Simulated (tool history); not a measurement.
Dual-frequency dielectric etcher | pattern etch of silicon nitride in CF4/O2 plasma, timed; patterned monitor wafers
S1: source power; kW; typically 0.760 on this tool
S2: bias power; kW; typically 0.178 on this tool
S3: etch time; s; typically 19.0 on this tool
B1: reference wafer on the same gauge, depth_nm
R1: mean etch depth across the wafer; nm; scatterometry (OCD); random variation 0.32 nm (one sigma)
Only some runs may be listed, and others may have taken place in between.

run     day     S1     S2    S3    B1    R1
  1   0.000  0.850  0.178  19.0  54.3  56.2
  2   1.708  0.850  0.178  19.0  54.4  56.3
  3   4.192  0.850  0.178  19.0  54.2  55.7
  4   7.142  0.760  0.178  19.0  54.4  49.3
  5   8.558  0.760  0.178  19.0  54.6  49.7
     10.429  -- source power generator calibrated
  6  11.429  0.760  0.178  19.0  54.4  49.4
     13.429  -- upper electrode replaced
     13.925  -- wet clean of the chamber
  7  13.946  0.760  0.178  19.0  54.3  50.6
  8  15.904  0.870  0.139  22.0  54.4  63.0
     16.546  -- bias power generator calibrated
  9  17.292  0.890  0.200  15.5  54.3  50.3
 10  18.367  0.760  0.164  24.0  54.5  62.0

Run 11, settings as shown, results not yet in. Your forecast:
     19.212  -- gauge calibrated
 11  20.833  0.820  0.178  19.0   ?   ?

B1: 54.3
R1: 54.2 nm
With the hidden condition absent and the run-to-run variation left alone, this run would have shown R1 54.7 nm.

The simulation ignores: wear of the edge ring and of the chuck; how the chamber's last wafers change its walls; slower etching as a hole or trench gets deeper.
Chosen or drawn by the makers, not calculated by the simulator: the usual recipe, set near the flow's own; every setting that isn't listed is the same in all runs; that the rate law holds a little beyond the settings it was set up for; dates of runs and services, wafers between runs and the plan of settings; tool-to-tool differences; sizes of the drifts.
